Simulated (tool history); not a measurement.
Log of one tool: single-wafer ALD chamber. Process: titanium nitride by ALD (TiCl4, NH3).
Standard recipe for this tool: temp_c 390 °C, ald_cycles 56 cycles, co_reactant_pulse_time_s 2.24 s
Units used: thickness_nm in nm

run   hour  temp_c  ald_cycles  co_reactant_pulse_time_s  read-back reference wafer on the same gauge, thickness_nm  thickness_nm
  1      0     390          56                      2.24                                                      1.558         1.347
  2   32.5     390          63                      2.24                                                      1.561         1.517
  3   65.2     390          63                      2.24                                                      1.564         1.524
  4   83.3     390          63                      2.24                                                      1.566         1.526
  5   98.9     390          56                      2.24                                                      1.569         1.354
  6  118.6     390          56                      2.24                                                      1.569         1.353
  7  136.8     390          56                      2.24                                                      1.569         1.353
  8  159.3     390          56                      2.24                                                      1.571         1.361
     182.2  -- showerhead replaced
  9  194.3     390          56                      2.24                                                      1.575         1.364
 10  210.3     399          47                      2.24                                                      1.572         1.153
     251.8  -- thermocouple changed; heater temperature recalibrated
 11  306.3     397          56                      1.36                                                      1.575          1.34
 12  340.7     401          66                      2.83                                                      1.576          1.63
     355.2  -- gauge calibrated
 13  376.5     394          56                      3.09                                                      1.552         1.361
 14  402.3     390          56                      2.24                                                      1.556         1.347
 15  417.9     390          56                      2.24                                                      1.561         1.347
 16  439.6     390          56                      1.45                                                      1.561         1.317
 17  463.7     390          46                      2.24                                                      1.564         1.114
 18  478.3     380          56                      2.24                                                      1.564         1.335
 19  491.1     383          49                      2.48                                                      1.565         1.189
 20    522     386          56                      2.24                                                      1.565         1.348
 21  557.3     390          56                      2.24                                                      1.568         1.361

Predict each of these 5 candidate next runs independently; none follows another, all start after run 21:
  A  557.8     390          50                      2.24                                                          ?             ?
  B  557.8     399          48                      2.24                                                          ?             ?
  C  557.8     390          65                      1.38                                                          ?             ?
  D  557.8     395          46                      1.99                                                          ?             ?
  E  557.8     376          56                      1.84                                                          ?             ?

run  read-back reference wafer on the same gauge, thickness_nm  thickness_nm
  A                                                      1.567         1.204
  B                                                      1.567         1.165
  C                                                      1.567         1.531
  D                                                      1.567         1.107
  E                                                      1.567         1.318
With the hidden condition removed and each run's random variation left untouched, the same runs would have given:
run  thickness_nm
  A         1.191
  B         1.152
  C         1.514
  D         1.095
  E         1.304
